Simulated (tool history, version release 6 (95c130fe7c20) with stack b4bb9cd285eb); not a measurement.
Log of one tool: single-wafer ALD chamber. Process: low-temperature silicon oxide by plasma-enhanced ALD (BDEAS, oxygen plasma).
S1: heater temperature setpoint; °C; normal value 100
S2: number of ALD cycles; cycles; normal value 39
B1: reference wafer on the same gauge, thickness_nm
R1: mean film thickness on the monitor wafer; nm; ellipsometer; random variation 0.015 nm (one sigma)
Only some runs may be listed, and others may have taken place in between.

run	hour	S1	S2	B1	R1
1	0.0	112	41	6.850	6.216
2	88.4	100	39	6.860	6.044
3	105.9	100	39	6.860	6.039
4	119.0	100	39	6.862	6.069
5	150.3	100	39	6.868	6.054
6	172.9	100	39	6.871	6.077
7	191.7	100	39	6.870	6.086
8	212.2	100	39	6.875	6.094
9	283.6	100	39	6.884	6.074
10	307.5	90	34	6.884	5.541
11	331.3	90	34	6.885	5.544
12	344.1	100	39	6.885	6.091
# hour 360.2: gauge calibrated
13	366.0	100	44	6.808	6.813
14	392.2	100	44	6.810	6.824
15	416.5	100	44	6.816	6.813
16	431.2	100	39	6.819	6.003
17	450.6	100	39	6.816	6.062
18	480.5	100	39	6.824	6.051
19	509.6	100	39	6.824	6.031
20	528.8	100	39	6.826	6.046
21	561.9	100	44	6.829	6.814
22	587.8	105	45	6.833	6.908
# hour 601.8: thermocouple changed; heater temperature recalibrated
23	678.7	100	31	6.842	4.800
24	699.7	108	46	6.845	7.015
25	727.5	100	39	6.846	6.046
26	754.1	111	42	6.850	6.385
27	782.3	87	37	6.855	6.068
28	807.4	108	42	6.857	6.428
29	831.6	109	33	6.855	5.052
30	878.8	113	33	6.862	5.012
31	908.2	96	42	6.865	6.644
32	936.9	100	39	6.868	6.068
33	966.5	104	33	6.872	5.096
34	986.7	105	36	6.876	5.557
35	1020.3	100	39	6.878	6.066
36	1032.8	113	36	6.882	5.462
37	1105.3	106	43	6.888	6.647
38	1122.7	100	39	6.888	6.101
# hour 1137.4: gauge calibrated
39	1145.4	111	43	6.796	6.487
40	1165.8	100	39	6.800	5.985
41	1198.9	100	39	6.799	6.012

Here are 3 independent what-if runs from the current tool condition. What would each one return?
A	1199.4	106	39	?	?
B	1199.4	111	41	?	?
C	1199.4	108	34	?	?

run	B1	R1
A	6.801	5.919
B	6.801	6.158
C	6.801	5.139
Take away the tool's hidden state, keep each run's random variation, and the runs would have read:
run	R1
A	5.911
B	6.150
C	5.132
